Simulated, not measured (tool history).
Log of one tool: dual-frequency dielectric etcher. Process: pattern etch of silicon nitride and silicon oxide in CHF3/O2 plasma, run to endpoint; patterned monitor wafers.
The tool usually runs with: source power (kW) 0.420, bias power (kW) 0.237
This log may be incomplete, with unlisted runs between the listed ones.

run	hour	source power (kW)	bias power (kW)	incoming incoming film thickness, nm	endpoint time (s)
1	0.0	0.420	0.224	306.1	229.2
2	29.2	0.420	0.237	305.4	220.3
3	45.5	0.420	0.237	304.7	220.8
4	88.9	0.420	0.219	304.5	225.8
5	115.1	0.420	0.219	303.6	226.2
6	139.2	0.420	0.237	302.9	218.5
7	160.1	0.420	0.237	302.4	218.5
8	183.9	0.420	0.237	301.6	217.8
9	199.7	0.420	0.237	305.2	219.1
10	234.6	0.420	0.237	302.6	215.2
# hour 243.5: source power generator calibrated
11	266.5	0.450	0.220	305.0	218.1
12	284.3	0.450	0.220	303.3	217.4
13	312.8	0.450	0.220	301.5	217.1
14	330.6	0.360	0.237	305.7	228.4
15	355.2	0.340	0.197	303.0	245.0
16	369.3	0.450	0.195	306.8	228.0
17	403.6	0.420	0.255	305.5	212.0
# hour 443.8: wet clean of the chamber
# hour 444.4: bias power generator calibrated
18	444.9	0.420	0.237	302.4	220.0
19	449.4	0.420	0.191	302.8	235.4
20	509.4	0.480	0.206	303.4	221.4
# hour 534.3: upper electrode replaced
21	534.8	0.420	0.237	302.4	217.9
22	561.0	0.360	0.219	303.4	234.7
23	585.6	0.500	0.267	303.2	196.8
24	611.0	0.420	0.219	302.4	221.6
25	627.6	0.420	0.237	303.4	216.3
26	662.0	0.480	0.263	303.8	198.8
27	689.8	0.330	0.260	305.7	228.2
28	711.9	0.450	0.195	304.2	228.4
29	744.7	0.420	0.219	305.3	223.6
30	759.9	0.470	0.188	303.6	224.3
31	789.4	0.480	0.282	302.0	193.6
32	810.5	0.500	0.261	303.1	196.4
33	837.3	0.520	0.210	302.0	209.4
34	855.9	0.480	0.237	305.0	205.0
35	875.7	0.520	0.237	303.3	198.5

List, for all runs, the conditions of the tool that the log does not record:
source power that arrives over what is set, %: 0 in every run
bias power that arrives over what is set, %: 0 in every run
H1: etch rate over this chamber's usual, %
run	H1
1	0.265
2	0.463
3	0.573
4	0.866
5	1.04
6	1.21
7	1.35
8	1.51
9	1.62
10	1.85
11	2.07
12	2.19
13	2.38
14	2.5
15	2.67
16	2.76
17	2.99
18	0.706
19	0.736
20	1.14
21	1.31
22	1.49
23	1.66
24	1.83
25	1.94
26	2.17
27	2.36
28	2.51
29	2.73
30	2.84
31	3.03
32	3.18
33	3.36
34	3.48
35	3.62

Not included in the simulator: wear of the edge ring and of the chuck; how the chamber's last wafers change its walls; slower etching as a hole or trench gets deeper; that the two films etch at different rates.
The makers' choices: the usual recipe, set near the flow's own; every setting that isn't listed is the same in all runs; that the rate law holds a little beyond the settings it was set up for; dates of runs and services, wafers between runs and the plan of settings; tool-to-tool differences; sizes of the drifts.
